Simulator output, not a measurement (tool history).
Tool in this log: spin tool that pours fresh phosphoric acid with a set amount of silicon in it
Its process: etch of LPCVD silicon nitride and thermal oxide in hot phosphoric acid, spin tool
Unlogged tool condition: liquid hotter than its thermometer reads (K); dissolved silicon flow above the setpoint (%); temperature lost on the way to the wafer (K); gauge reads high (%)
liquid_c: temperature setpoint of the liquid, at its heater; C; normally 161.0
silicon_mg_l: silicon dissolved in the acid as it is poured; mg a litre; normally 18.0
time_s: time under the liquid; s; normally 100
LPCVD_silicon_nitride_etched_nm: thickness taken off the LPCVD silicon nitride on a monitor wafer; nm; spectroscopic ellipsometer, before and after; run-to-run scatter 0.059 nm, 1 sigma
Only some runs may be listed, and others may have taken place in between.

run	day	liquid_c	silicon_mg_l	time_s	wafers since the last listed run	hours since the thermometer was replaced	hours since the dissolved silicon flow meter was replaced	hours since the heated supply line was repaired	hours since the gauge calibration	read-back film thickness of the LPCVD silicon nitride reference wafer, read on the same gauge (nm)	LPCVD_silicon_nitride_etched_nm
1	0.000	161.0	18.0	50	0	569.9	2208.3	70.7	191.9	69.99	5.41
2	3.450	161.0	18.0	100	654	652.7	2291.1	153.5	274.7	70.00	10.88
3	5.929	161.0	18.0	100	470	712.2	2350.6	213.0	334.2	70.01	10.90
4	7.383	161.0	26.0	100	276	747.1	2385.5	247.9	369.1	69.99	11.02
5	8.225	158.5	8.5	100	159	767.3	2405.7	268.1	389.3	70.00	10.20
6	8.938	162.0	18.0	100	135	784.4	2422.8	285.2	406.4	69.99	11.36
# day 9.271: thermometer replaced
# day 9.804: dissolved silicon flow meter replaced
7	10.325	159.5	29.0	100	247	25.3	12.5	318.5	439.7	69.98	9.65
8	11.583	160.0	25.5	60	238	55.5	42.7	348.7	469.9	70.00	5.85
9	12.417	159.5	22.0	155	158	75.5	62.7	368.7	489.9	70.00	14.71
10	13.092	164.0	28.5	100	128	91.7	78.9	384.9	506.1	70.00	11.15
11	13.971	161.0	18.0	100	166	112.8	100.0	406.0	527.2	70.01	10.20
12	15.425	163.5	8.5	100	276	147.7	134.9	440.9	562.1	70.02	11.16
13	16.412	159.5	18.0	100	187	171.4	158.6	464.6	585.8	69.97	9.75
14	16.917	161.0	5.0	100	95	183.5	170.7	476.7	597.9	70.01	10.18
# day 17.408: gauge calibrated
15	18.158	161.0	18.0	100	235	213.3	200.5	506.5	18.0	70.01	10.21
16	19.338	161.0	18.0	45	223	241.6	228.8	534.8	46.3	69.98	4.68
17	19.896	161.0	18.0	100	105	255.0	242.2	548.2	59.7	70.01	10.19
18	21.371	161.0	18.0	100	279	290.4	277.6	583.6	95.1	69.99	10.41
19	22.471	161.0	18.0	100	208	316.8	304.0	610.0	121.5	70.01	10.48
20	23.217	162.5	30.5	135	141	334.7	321.9	627.9	139.4	70.01	14.85
21	24.112	161.0	13.0	125	170	356.2	343.4	649.4	160.9	70.00	12.91
22	24.696	161.0	18.0	100	110	370.2	357.4	663.4	174.9	69.99	10.54

Predict each of these 4 candidate next runs independently; none follows another, all start after run 22:
A	24.712	161.0	12.0	100	3	370.6	357.8	663.8	175.3	?	?
B	24.712	162.5	29.5	100	3	370.6	357.8	663.8	175.3	?	?
C	24.712	163.5	18.0	145	3	370.6	357.8	663.8	175.3	?	?
D	24.712	162.5	18.0	100	3	370.6	357.8	663.8	175.3	?	?

run	read-back film thickness of the LPCVD silicon nitride reference wafer, read on the same gauge (nm)	LPCVD_silicon_nitride_etched_nm
A	69.98	10.56
B	69.98	11.10
C	69.98	16.63
D	69.98	11.10
What these runs would have given with no unlogged condition in the tool:
run	LPCVD_silicon_nitride_etched_nm
A	10.08
B	10.60
C	15.88
D	10.60
